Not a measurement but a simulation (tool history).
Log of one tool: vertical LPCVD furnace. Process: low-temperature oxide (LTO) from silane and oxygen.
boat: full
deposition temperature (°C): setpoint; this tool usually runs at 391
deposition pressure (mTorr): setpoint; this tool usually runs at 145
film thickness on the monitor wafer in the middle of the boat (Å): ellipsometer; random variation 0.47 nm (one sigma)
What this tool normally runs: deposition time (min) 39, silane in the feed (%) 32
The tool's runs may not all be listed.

run,hour,deposition temperature (°C),deposition pressure (mTorr),deposition time (min),silane in the feed (%),"read-back reference wafer on the same gauge, thickness",film thickness on the monitor wafer in the middle of the boat (Å)
1,0,387,145,39,32,169.03,1524
2,81.5,391,145,39,32,168.94,1605.1
# hour 97.1: gauge calibrated
3,155.2,391,145,39,32,169,1601
4,262.8,395,145,39,32,168.96,1680.5
5,310.9,395,145,39,32,169.2,1680.1
6,405.7,395,145,39,32,169.04,1680.6
# hour 611.2: pressure gauge zeroed
7,631.4,391,145,43,32,169.01,1769.8
8,739,391,145,39,32,169.05,1595.2
9,788.7,386,145,48.5,32,168.67,1872.1
10,878.4,386,145,48.5,32,168.9,1870.4
11,935.9,391,145,39,32,168.87,1597.8
12,1023.9,391,145,39,32,168.93,1603.2
13,1067.3,391,145,39,32,168.92,1603.6
14,1165.1,381,120,30.5,32,169.01,913.9
15,1235.5,391,145,39,32,168.92,1603.3
# hour 1312.9: silane flow controller replaced
16,1313.4,381,145,39,27,168.95,1084.7
17,1361.3,386,145,39,32,169.11,1512.4
# hour 1432.6: thermocouples replaced and temperature profile calibrated
# hour 1446.7: gauge calibrated
18,1456.8,396,130,46,32,168.83,1802.5
19,1496.7,391,165,50,34,169.13,2546.8
20,1592.9,391,125,39,28,169.13,1128.5
21,1657.3,396,130,46,32,169.08,1792.8
22,1745,391,130,49,32,169.19,1795.3
23,1799.6,391,120,39,28,168.83,1082
24,1854,395,145,25,32,168.91,1083.6
25,1940.6,391,145,39,32,169.02,1607.9

Here are 4 independent what-if runs from the current tool condition. What would each one return?
A,1945.8,391,160,39,32,?,?
B,1945.8,382,120,32,35,?,?
C,1945.8,402,145,50.5,34,?,?
D,1945.8,399,170,33,32,?,?

run,"read-back reference wafer on the same gauge, thickness",film thickness on the monitor wafer in the middle of the boat (Å)
A,169.06,1762.4
B,169.06,1103.1
C,169.06,2563.1
D,169.06,1743.5
Without the tool's hidden state the same runs would have given:
run,film thickness on the monitor wafer in the middle of the boat (Å)
A,1762.4
B,1103.1
C,2563.1
D,1743.5
